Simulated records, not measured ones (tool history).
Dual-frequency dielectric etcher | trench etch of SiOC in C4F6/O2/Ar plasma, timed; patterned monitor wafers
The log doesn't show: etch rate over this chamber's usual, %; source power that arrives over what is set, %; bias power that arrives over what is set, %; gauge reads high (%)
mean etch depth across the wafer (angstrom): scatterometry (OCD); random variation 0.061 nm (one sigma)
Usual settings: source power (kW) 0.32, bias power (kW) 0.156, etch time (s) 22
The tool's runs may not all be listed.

| run | day | source power (kW) | bias power (kW) | etch time (s) | wafers since the last listed run | hours since the last wet clean | hours since the last source power generator calibration | hours since the last bias power generator calibration | hours since the last upper electrode change | hours since the gauge calibration | read-back reference wafer on the same gauge, depth_nm | mean etch depth across the wafer (angstrom) |
|---|---|---|---|---|---|---|---|---|---|---|---|---|
| 1 | 0 | 0.32 | 0.126 | 22 | 0 | 390 | 2928.5 | 1301.7 | 6090.2 | 68.1 | 44.29 | 376.4 |
| 2 | 0.708 | 0.32 | 0.126 | 22 | 210 | 407 | 2945.5 | 1318.7 | 6107.2 | 85.1 | 44.3 | 376.9 |
| 3 | 1.242 | 0.32 | 0.126 | 22 | 158 | 419.8 | 2958.3 | 1331.5 | 6120 | 97.9 | 44.29 | 377 |
|  | 2.529 | wet clean of the chamber |
|  | 3.017 | gauge calibrated |
|  | 3.271 | upper electrode replaced |
| 4 | 3.292 | 0.32 | 0.156 | 22 | 91 | 18.3 | 3007.5 | 1380.7 | 0.5 | 6.6 | 44.3 | 410.4 |
| 5 | 3.308 | 0.32 | 0.156 | 22 | 4 | 18.7 | 3007.9 | 1381.1 | 0.9 | 7 | 44.31 | 408.9 |
| 6 | 3.321 | 0.36 | 0.156 | 20 | 3 | 19 | 3008.2 | 1381.4 | 1.2 | 7.3 | 44.3 | 384.1 |
| 7 | 3.333 | 0.32 | 0.179 | 20 | 3 | 19.3 | 3008.5 | 1381.7 | 1.5 | 7.6 | 44.31 | 399 |

Forecast run 8:
| 8 | 3.579 | 0.32 | 0.156 | 22 | 73 | 25.2 | 3014.4 | 1387.6 | 7.4 | 13.5 | ? | ? |

Run 8 gave read-back reference wafer on the same gauge, depth_nm 44.3, mean etch depth across the wafer (angstrom) 410.2.
Without the tool's hidden state the same run would have given mean etch depth across the wafer (angstrom) 409.1.

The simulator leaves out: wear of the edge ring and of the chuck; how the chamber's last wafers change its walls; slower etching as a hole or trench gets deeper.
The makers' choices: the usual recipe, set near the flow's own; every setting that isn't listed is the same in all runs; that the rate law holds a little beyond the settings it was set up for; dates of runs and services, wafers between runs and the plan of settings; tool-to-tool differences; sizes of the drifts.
